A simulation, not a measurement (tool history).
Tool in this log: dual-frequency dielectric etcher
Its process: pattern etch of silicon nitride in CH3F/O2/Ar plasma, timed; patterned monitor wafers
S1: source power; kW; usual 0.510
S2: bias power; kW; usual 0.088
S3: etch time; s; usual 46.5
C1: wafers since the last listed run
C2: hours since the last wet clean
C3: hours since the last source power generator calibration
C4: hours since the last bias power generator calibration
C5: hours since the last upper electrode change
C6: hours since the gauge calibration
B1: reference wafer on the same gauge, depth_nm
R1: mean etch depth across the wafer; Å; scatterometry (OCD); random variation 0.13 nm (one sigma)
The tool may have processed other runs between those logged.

Run 1, day 0.000: usual settings; C1 0; C2 482.5; C3 2329.9; C4 4375.5; C5 5045.2; C6 737.7; B1 44.07. Result: R1 361.0 Å.
Run 2, day 2.275: usual settings; C1 1038; C2 537.1; C3 2384.5; C4 4430.1; C5 5099.8; C6 792.3; B1 44.09. Result: R1 363.9 Å.
At day 4.462: wet clean of the chamber.
Run 3, day 5.729: usual settings; C1 1119; C2 30.4; C3 2467.4; C4 4513.0; C5 5182.7; C6 875.2; B1 44.10. Result: R1 368.8 Å.
Run 4, day 8.492: usual settings but S3 37.0 s; C1 1260; C2 96.7; C3 2533.7; C4 4579.3; C5 5249.0; C6 941.5; B1 44.09. Result: R1 291.3 Å.
Run 5, day 16.250: usual settings; C1 3540; C2 282.9; C3 2719.9; C4 4765.5; C5 5435.2; C6 1127.7; B1 44.08. Result: R1 365.4 Å.
Run 6, day 17.862: usual settings; C1 735; C2 321.6; C3 2758.6; C4 4804.2; C5 5473.9; C6 1166.4; B1 44.10. Result: R1 364.3 Å.
Run 7, day 22.125: usual settings; C1 1944; C2 423.9; C3 2860.9; C4 4906.5; C5 5576.2; C6 1268.7; B1 44.10. Result: R1 364.9 Å.
Run 8, day 25.538: usual settings; C1 1557; C2 505.8; C3 2942.8; C4 4988.4; C5 5658.1; C6 1350.6; B1 44.08. Result: R1 361.5 Å.
At day 28.612: gauge calibrated.
Run 9, day 28.892: usual settings but S1 0.600 kW; C1 1530; C2 586.3; C3 3023.3; C4 5068.9; C5 5738.6; C6 6.7; B1 44.11. Result: R1 397.3 Å.
At day 30.517: bias power generator calibrated.
Run 10, day 32.929: usual settings; C1 1766; C2 683.2; C3 3120.2; C4 57.9; C5 5835.5; C6 103.6; B1 44.10. Result: R1 361.8 Å.
At day 33.133: source power generator calibrated.
At day 34.054: wet clean of the chamber.
Run 11, day 36.342: usual settings; C1 1061; C2 54.9; C3 77.0; C4 139.8; C5 5917.4; C6 185.5; B1 44.10. Result: R1 375.8 Å.
At day 39.683: upper electrode replaced.
Run 12, day 40.212: usual settings; C1 1309; C2 147.8; C3 169.9; C4 232.7; C5 12.7; C6 278.4; B1 44.10. Result: R1 371.2 Å.
Run 13, day 41.767: usual settings; C1 709; C2 185.1; C3 207.2; C4 270.0; C5 50.0; C6 315.7; B1 44.10. Result: R1 371.3 Å.
Run 14, day 44.104: usual settings but S1 0.430 kW, S3 33.0 s; C1 1066; C2 241.2; C3 263.3; C4 326.1; C5 106.1; C6 371.8; B1 44.09. Result: R1 236.6 Å.
Run 15, day 45.792: usual settings but S1 0.590 kW, S2 0.109 kW, S3 57.0 s; C1 770; C2 281.7; C3 303.8; C4 366.6; C5 146.6; C6 412.3; B1 44.09. Result: R1 526.2 Å.
Run 16, day 48.462: usual settings but S1 0.430 kW, S2 0.100 kW, S3 51.0 s; C1 1218; C2 345.8; C3 367.9; C4 430.7; C5 210.7; C6 476.4; B1 44.08. Result: R1 375.0 Å.
Run 17, day 51.192: usual settings but S1 0.410 kW, S2 0.103 kW; C1 1245; C2 411.3; C3 433.4; C4 496.2; C5 276.2; C6 541.9; B1 44.09. Result: R1 333.6 Å.
Run 18, day 55.246: usual settings but S1 0.470 kW, S2 0.102 kW, S3 41.5 s; C1 1849; C2 508.6; C3 530.7; C4 593.5; C5 373.5; C6 639.2; B1 44.08. Result: R1 323.7 Å.
Run 19, day 58.062: usual settings but S1 0.430 kW, S2 0.100 kW, S3 51.0 s; C1 1285; C2 576.2; C3 598.3; C4 661.1; C5 441.1; C6 706.8; B1 44.08. Result: R1 373.6 Å.
At day 60.758: wet clean of the chamber.
Run 20, day 62.025: usual settings but S1 0.460 kW, S2 0.077 kW, S3 52.0 s; C1 1351; C2 30.4; C3 693.4; C4 756.2; C5 536.2; C6 801.9; B1 44.10. Result: R1 376.5 Å.
Run 21, day 72.225: usual settings but S3 57.0 s; C1 4654; C2 275.2; C3 938.2; C4 1001.0; C5 781.0; C6 1046.7; B1 44.11. Result: R1 450.5 Å.
Run 22, day 75.212: usual settings but S1 0.420 kW, S2 0.098 kW; C1 1363; C2 346.9; C3 1009.9; C4 1072.7; C5 852.7; C6 1118.4; B1 44.08. Result: R1 332.9 Å.
Run 23, day 77.975: usual settings but S1 0.630 kW, S3 53.5 s; C1 1260; C2 413.2; C3 1076.2; C4 1139.0; C5 919.0; C6 1184.7; B1 44.10. Result: R1 473.1 Å.
Run 24, day 82.129: usual settings; C1 1895; C2 512.9; C3 1175.9; C4 1238.7; C5 1018.7; C6 1284.4; B1 44.10. Result: R1 363.9 Å.
Run 25, day 84.717: usual settings; C1 1180; C2 575.0; C3 1238.0; C4 1300.8; C5 1080.8; C6 1346.5; B1 44.13. Result: R1 363.3 Å.
Run 26, day 88.321: usual settings but S2 0.098 kW, S3 35.5 s; C1 1644; C2 661.5; C3 1324.5; C4 1387.3; C5 1167.3; C6 1433.0; B1 44.09. Result: R1 286.0 Å.
At day 90.367: wet clean of the chamber.
At day 90.833: gauge calibrated.
Run 27, day 96.783: usual settings but S1 0.440 kW, S3 33.0 s; C1 3405; C2 154.0; C3 1527.6; C4 1590.4; C5 1370.4; C6 142.8; B1 44.09. Result: R1 237.8 Å.
Run 28, day 99.338: usual settings but S1 0.420 kW, S2 0.077 kW; C1 1165; C2 215.3; C3 1588.9; C4 1651.7; C5 1431.7; C6 204.1; B1 44.11. Result: R1 313.2 Å.
Run 29, day 102.238: usual settings but S1 0.600 kW, S2 0.109 kW, S3 53.5 s; C1 1323; C2 284.9; C3 1658.5; C4 1721.3; C5 1501.3; C6 273.7; B1 44.10. Result: R1 490.8 Å.

Each row is a separate what-if for the run after 29, all from the same tool condition, not one after another. Results?
Run A, day 102.254: usual settings; C1 7; C2 285.3; C3 1658.9; C4 1721.7; C5 1501.7; C6 274.1; B1 ?. Result: R1 ?.
Run B, day 102.254: usual settings but S3 50.5 s; C1 7; C2 285.3; C3 1658.9; C4 1721.7; C5 1501.7; C6 274.1; B1 ?. Result: R1 ?.
Run C, day 102.254: usual settings but S1 0.590 kW, S2 0.072 kW, S3 36.5 s; C1 7; C2 285.3; C3 1658.9; C4 1721.7; C5 1501.7; C6 274.1; B1 ?. Result: R1 ?.
Run D, day 102.254: usual settings but S1 0.550 kW, S2 0.094 kW, S3 35.0 s; C1 7; C2 285.3; C3 1658.9; C4 1721.7; C5 1501.7; C6 274.1; B1 ?. Result: R1 ?.

run     B1     R1
  A  44.10  367.1
  B  44.10  398.7
  C  44.10  298.6
  D  44.10  293.9
Take away the tool's hidden state, keep each run's random variation, and the runs would have read:
run     R1
  A  376.5
  B  408.9
  C  306.3
  D  301.4

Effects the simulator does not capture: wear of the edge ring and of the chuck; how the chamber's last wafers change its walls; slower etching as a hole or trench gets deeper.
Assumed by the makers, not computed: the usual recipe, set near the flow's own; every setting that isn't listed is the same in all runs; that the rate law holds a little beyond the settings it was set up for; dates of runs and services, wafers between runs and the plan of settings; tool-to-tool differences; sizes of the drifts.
